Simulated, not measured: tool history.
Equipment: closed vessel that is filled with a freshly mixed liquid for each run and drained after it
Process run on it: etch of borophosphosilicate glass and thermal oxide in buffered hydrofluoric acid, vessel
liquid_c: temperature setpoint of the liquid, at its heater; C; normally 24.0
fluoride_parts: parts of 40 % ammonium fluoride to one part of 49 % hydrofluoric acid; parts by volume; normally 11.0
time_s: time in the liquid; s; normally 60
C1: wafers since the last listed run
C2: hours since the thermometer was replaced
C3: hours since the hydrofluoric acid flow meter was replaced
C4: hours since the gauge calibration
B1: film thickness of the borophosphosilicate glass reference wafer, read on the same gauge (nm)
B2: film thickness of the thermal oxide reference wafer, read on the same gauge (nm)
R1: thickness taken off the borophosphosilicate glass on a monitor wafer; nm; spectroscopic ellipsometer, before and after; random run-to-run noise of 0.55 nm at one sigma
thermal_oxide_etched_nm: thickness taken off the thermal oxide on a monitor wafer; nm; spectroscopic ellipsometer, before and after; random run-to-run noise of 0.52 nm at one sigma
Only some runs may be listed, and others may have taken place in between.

Run 1, day 0.000: usual settings but fluoride_parts 8.5 parts by volume; C1 0; C2 762.1; C3 988.1; C4 1393.4; B1 99.99; B2 60.01. Result: R1 97.78 nm, thermal_oxide_etched_nm 87.00 nm.
Run 2, day 1.554: usual settings but fluoride_parts 8.5 parts by volume; C1 4224; C2 799.4; C3 1025.4; C4 1430.7; B1 99.96; B2 60.00. Result: R1 96.86 nm, thermal_oxide_etched_nm 85.69 nm.
Run 3, day 4.175: usual settings but fluoride_parts 12.5 parts by volume; C1 7123; C2 862.3; C3 1088.3; C4 1493.6; B1 100.04; B2 60.03. Result: R1 68.36 nm, thermal_oxide_etched_nm 61.64 nm.
Run 4, day 5.533: usual settings but fluoride_parts 12.5 parts by volume; C1 3691; C2 894.9; C3 1120.9; C4 1526.2; B1 100.01; B2 59.99. Result: R1 69.37 nm, thermal_oxide_etched_nm 61.72 nm.
Run 5, day 8.162: usual settings but fluoride_parts 12.5 parts by volume; C1 7145; C2 958.0; C3 1184.0; C4 1589.3; B1 99.98; B2 59.95. Result: R1 69.05 nm, thermal_oxide_etched_nm 61.29 nm.
Run 6, day 9.575: usual settings but time_s 80 s; C1 3839; C2 991.9; C3 1217.9; C4 1623.2; B1 100.01; B2 59.99. Result: R1 105.02 nm, thermal_oxide_etched_nm 92.72 nm.
Run 7, day 11.529: usual settings but time_s 80 s; C1 5311; C2 1038.8; C3 1264.8; C4 1670.1; B1 100.00; B2 59.98. Result: R1 105.04 nm, thermal_oxide_etched_nm 93.46 nm.
Run 8, day 13.229: usual settings; C1 4620; C2 1079.6; C3 1305.6; C4 1710.9; B1 99.99; B2 60.00. Result: R1 78.64 nm, thermal_oxide_etched_nm 69.98 nm.
Run 9, day 19.538: usual settings but time_s 35 s; C1 17145; C2 1231.0; C3 1457.0; C4 1862.3; B1 100.02; B2 60.02. Result: R1 45.67 nm, thermal_oxide_etched_nm 40.72 nm.
Run 10, day 20.692: usual settings but liquid_c 26.0 C, fluoride_parts 9.0 parts by volume, time_s 95 s; C1 3136; C2 1258.7; C3 1484.7; C4 1890.0; B1 100.02; B2 59.96. Result: R1 163.10 nm, thermal_oxide_etched_nm 144.07 nm.
Run 11, day 22.521: usual settings; C1 4971; C2 1302.6; C3 1528.6; C4 1933.9; B1 100.01; B2 59.94. Result: R1 78.37 nm, thermal_oxide_etched_nm 69.97 nm.
Run 12, day 24.808: usual settings but liquid_c 28.0 C, fluoride_parts 10.0 parts by volume; C1 6217; C2 1357.5; C3 1583.5; C4 1988.8; B1 99.98; B2 59.99. Result: R1 105.32 nm, thermal_oxide_etched_nm 94.91 nm.
At day 25.779: thermometer replaced.
Run 13, day 27.767: usual settings but liquid_c 19.0 C, fluoride_parts 8.5 parts by volume, time_s 70 s; C1 7927; C2 47.7; C3 1654.5; C4 2059.8; B1 100.00; B2 59.98. Result: R1 87.87 nm, thermal_oxide_etched_nm 77.28 nm.
At day 30.412: gauge calibrated.
Run 14, day 30.438: usual settings but liquid_c 21.0 C, fluoride_parts 9.0 parts by volume; C1 7259; C2 111.8; C3 1718.6; C4 0.6; B1 100.03; B2 60.02. Result: R1 78.08 nm, thermal_oxide_etched_nm 68.69 nm.
At day 31.533: hydrofluoric acid flow meter replaced.
Run 15, day 31.792: usual settings but liquid_c 21.0 C; C1 3567; C2 144.3; C3 6.2; C4 33.1; B1 100.01; B2 59.98. Result: R1 67.28 nm, thermal_oxide_etched_nm 58.80 nm.
Run 16, day 34.546: usual settings but liquid_c 29.0 C, time_s 40 s; C1 7485; C2 210.4; C3 72.3; C4 99.2; B1 100.02; B2 59.96. Result: R1 68.08 nm, thermal_oxide_etched_nm 61.01 nm.
Run 17, day 35.833: usual settings but fluoride_parts 12.5 parts by volume; C1 3499; C2 241.3; C3 103.2; C4 130.1; B1 100.00; B2 60.01. Result: R1 69.18 nm, thermal_oxide_etched_nm 60.90 nm.
Run 18, day 38.533: usual settings but time_s 35 s; C1 7338; C2 306.1; C3 168.0; C4 194.9; B1 99.99; B2 60.04. Result: R1 46.62 nm, thermal_oxide_etched_nm 40.24 nm.
Run 19, day 41.388: usual settings but fluoride_parts 7.5 parts by volume, time_s 85 s; C1 7757; C2 374.6; C3 236.5; C4 263.4; B1 100.02; B2 60.03. Result: R1 159.19 nm, thermal_oxide_etched_nm 142.93 nm.
Run 20, day 43.267: usual settings but liquid_c 29.0 C, fluoride_parts 12.5 parts by volume, time_s 50 s; C1 5107; C2 419.7; C3 281.6; C4 308.5; B1 100.01; B2 59.98. Result: R1 75.12 nm, thermal_oxide_etched_nm 66.82 nm.
Run 21, day 48.021: usual settings; C1 12921; C2 533.8; C3 395.7; C4 422.6; B1 100.01; B2 59.96. Result: R1 77.37 nm, thermal_oxide_etched_nm 69.58 nm.
Run 22, day 49.625: usual settings but liquid_c 21.0 C, fluoride_parts 6.5 parts by volume, time_s 85 s; C1 4360; C2 572.3; C3 434.2; C4 461.1; B1 100.00; B2 60.01. Result: R1 158.86 nm, thermal_oxide_etched_nm 136.37 nm.
Run 23, day 50.938: usual settings but liquid_c 21.0 C, fluoride_parts 15.0 parts by volume, time_s 40 s; C1 3567; C2 603.8; C3 465.7; C4 492.6; B1 99.99; B2 60.00. Result: R1 32.39 nm, thermal_oxide_etched_nm 29.39 nm.
Run 24, day 52.975: usual settings but liquid_c 28.0 C, fluoride_parts 8.0 parts by volume; C1 5537; C2 652.7; C3 514.6; C4 541.5; B1 100.02; B2 59.99. Result: R1 129.06 nm, thermal_oxide_etched_nm 114.79 nm.
Run 25, day 54.721: usual settings but liquid_c 22.0 C, fluoride_parts 9.0 parts by volume; C1 4745; C2 694.6; C3 556.5; C4 583.4; B1 100.00; B2 60.01. Result: R1 83.85 nm, thermal_oxide_etched_nm 72.57 nm.
Run 26, day 56.833: usual settings but liquid_c 27.5 C, fluoride_parts 7.5 parts by volume, time_s 95 s; C1 5741; C2 745.3; C3 607.2; C4 634.1; B1 99.98; B2 60.00. Result: R1 212.17 nm, thermal_oxide_etched_nm 190.89 nm.

List, for all runs, the conditions of the tool that the log does not record:
liquid colder than its thermometer reads (K): 0 across all the runs
hydrofluoric acid flow above the setpoint (%): 0 across all the runs
gauge reads high (%): 0 across all the runs
